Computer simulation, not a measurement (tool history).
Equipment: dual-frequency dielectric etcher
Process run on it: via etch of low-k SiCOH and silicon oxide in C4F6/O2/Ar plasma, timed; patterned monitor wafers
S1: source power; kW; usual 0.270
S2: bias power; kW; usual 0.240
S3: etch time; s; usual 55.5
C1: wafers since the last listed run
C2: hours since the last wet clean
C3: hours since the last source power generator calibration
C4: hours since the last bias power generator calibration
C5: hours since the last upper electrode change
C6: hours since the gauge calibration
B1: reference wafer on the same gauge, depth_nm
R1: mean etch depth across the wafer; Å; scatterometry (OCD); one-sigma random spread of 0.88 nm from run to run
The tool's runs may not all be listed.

run 1 hour=0.0 | S1=0.270 S2=0.240 S3=55.5 | C1=0 C2=586.0 C3=2745.4 C4=3511.7 C5=3055.4 C6=113.6 | B1=130.3 | R1=1410
run 2 hour=6.6 | S1=0.270 S2=0.240 S3=55.5 | C1=95 C2=592.6 C3=2752.0 C4=3518.3 C5=3062.0 C6=120.2 | B1=130.0 | R1=1409
run 3 hour=21.4 | S1=0.220 S2=0.240 S3=55.5 | C1=214 C2=607.4 C3=2766.8 C4=3533.1 C5=3076.8 C6=135.0 | B1=130.5 | R1=1309
run 4 hour=28.2 | S1=0.220 S2=0.240 S3=55.5 | C1=98 C2=614.2 C3=2773.6 C4=3539.9 C5=3083.6 C6=141.8 | B1=130.2 | R1=1306
run 5 hour=42.8 | S1=0.270 S2=0.271 S3=55.5 | C1=212 C2=628.8 C3=2788.2 C4=3554.5 C5=3098.2 C6=156.4 | B1=129.6 | R1=1499
run 6 hour=59.7 | S1=0.270 S2=0.271 S3=55.5 | C1=245 C2=645.7 C3=2805.1 C4=3571.4 C5=3115.1 C6=173.3 | B1=130.4 | R1=1494
-- hour=109.4 wet clean of the chamber
run 7 hour=109.9 | S1=0.270 S2=0.271 S3=55.5 | C1=380 C2=0.5 C3=2855.3 C4=3621.6 C5=3165.3 C6=223.5 | B1=129.9 | R1=1486
run 8 hour=110.3 | S1=0.270 S2=0.240 S3=55.5 | C1=5 C2=0.9 C3=2855.7 C4=3622.0 C5=3165.7 C6=223.9 | B1=130.1 | R1=1415
run 9 hour=127.9 | S1=0.270 S2=0.240 S3=55.5 | C1=255 C2=18.5 C3=2873.3 C4=3639.6 C5=3183.3 C6=241.5 | B1=130.3 | R1=1413
run 10 hour=136.1 | S1=0.270 S2=0.240 S3=55.5 | C1=119 C2=26.7 C3=2881.5 C4=3647.8 C5=3191.5 C6=249.7 | B1=130.0 | R1=1432
run 11 hour=148.5 | S1=0.270 S2=0.240 S3=55.5 | C1=180 C2=39.1 C3=2893.9 C4=3660.2 C5=3203.9 C6=262.1 | B1=130.5 | R1=1416
-- hour=154.5 gauge calibrated
run 12 hour=156.2 | S1=0.270 S2=0.240 S3=55.5 | C1=111 C2=46.8 C3=2901.6 C4=3667.9 C5=3211.6 C6=1.7 | B1=130.5 | R1=1416
-- hour=162.8 source power generator calibrated
run 13 hour=163.3 | S1=0.270 S2=0.240 S3=50.5 | C1=45 C2=53.9 C3=0.5 C4=3675.0 C5=3218.7 C6=8.8 | B1=129.6 | R1=1309
run 14 hour=179.3 | S1=0.270 S2=0.240 S3=50.5 | C1=232 C2=69.9 C3=16.5 C4=3691.0 C5=3234.7 C6=24.8 | B1=129.8 | R1=1299
-- hour=188.4 bias power generator calibrated
run 15 hour=188.9 | S1=0.270 S2=0.213 S3=66.5 | C1=81 C2=79.5 C3=26.1 C4=0.5 C5=3244.3 C6=34.4 | B1=130.2 | R1=1604
run 16 hour=201.5 | S1=0.220 S2=0.240 S3=55.5 | C1=182 C2=92.1 C3=38.7 C4=13.1 C5=3256.9 C6=47.0 | B1=129.8 | R1=1311
run 17 hour=211.6 | S1=0.310 S2=0.192 S3=65.5 | C1=146 C2=102.2 C3=48.8 C4=23.2 C5=3267.0 C6=57.1 | B1=130.0 | R1=1608
run 18 hour=221.6 | S1=0.270 S2=0.240 S3=55.5 | C1=145 C2=112.2 C3=58.8 C4=33.2 C5=3277.0 C6=67.1 | B1=130.0 | R1=1418
-- hour=250.6 upper electrode replaced
run 19 hour=251.1 | S1=0.320 S2=0.282 S3=45.0 | C1=79 C2=141.7 C3=88.3 C4=62.7 C5=0.5 C6=96.6 | B1=130.1 | R1=1327
run 20 hour=251.4 | S1=0.270 S2=0.240 S3=70.0 | C1=4 C2=142.0 C3=88.6 C4=63.0 C5=0.8 C6=96.9 | B1=130.4 | R1=1786
run 21 hour=252.8 | S1=0.270 S2=0.240 S3=50.5 | C1=20 C2=143.4 C3=90.0 C4=64.4 C5=2.2 C6=98.3 | B1=130.2 | R1=1277
run 22 hour=264.9 | S1=0.270 S2=0.198 S3=55.5 | C1=175 C2=155.5 C3=102.1 C4=76.5 C5=14.3 C6=110.4 | B1=130.4 | R1=1301
run 23 hour=281.8 | S1=0.290 S2=0.194 S3=40.0 | C1=245 C2=172.4 C3=119.0 C4=93.4 C5=31.2 C6=127.3 | B1=130.4 | R1=944
run 24 hour=295.9 | S1=0.320 S2=0.240 S3=55.5 | C1=204 C2=186.5 C3=133.1 C4=107.5 C5=45.3 C6=141.4 | B1=129.7 | R1=1509
run 25 hour=307.1 | S1=0.320 S2=0.215 S3=50.0 | C1=162 C2=197.7 C3=144.3 C4=118.7 C5=56.5 C6=152.6 | B1=130.1 | R1=1290
run 26 hour=323.9 | S1=0.340 S2=0.204 S3=41.5 | C1=243 C2=214.5 C3=161.1 C4=135.5 C5=73.3 C6=169.4 | B1=130.2 | R1=1082
run 27 hour=329.9 | S1=0.240 S2=0.240 S3=69.5 | C1=87 C2=220.5 C3=167.1 C4=141.5 C5=79.3 C6=175.4 | B1=129.6 | R1=1724
run 28 hour=339.4 | S1=0.310 S2=0.192 S3=65.5 | C1=137 C2=230.0 C3=176.6 C4=151.0 C5=88.8 C6=184.9 | B1=130.0 | R1=1597

Each row is a separate what-if for the run after 28, all from the same tool condition, not one after another. Results?
run A hour=339.8 | S1=0.270 S2=0.240 S3=55.5 | C1=5 C2=230.4 C3=177.0 C4=151.4 C5=89.2 C6=185.3 | B1=? | R1=?
run B hour=339.8 | S1=0.320 S2=0.240 S3=60.0 | C1=5 C2=230.4 C3=177.0 C4=151.4 C5=89.2 C6=185.3 | B1=? | R1=?
run C hour=339.8 | S1=0.290 S2=0.240 S3=55.5 | C1=5 C2=230.4 C3=177.0 C4=151.4 C5=89.2 C6=185.3 | B1=? | R1=?
run D hour=339.8 | S1=0.290 S2=0.240 S3=61.5 | C1=5 C2=230.4 C3=177.0 C4=151.4 C5=89.2 C6=185.3 | B1=? | R1=?

run=A B1=129.6 R1=1421
run=B B1=129.6 R1=1638
run=C B1=129.6 R1=1460
run=D B1=129.6 R1=1618
With no hidden state in the tool, these same runs would have given:
run=A R1=1421
run=B R1=1638
run=C R1=1460
run=D R1=1618
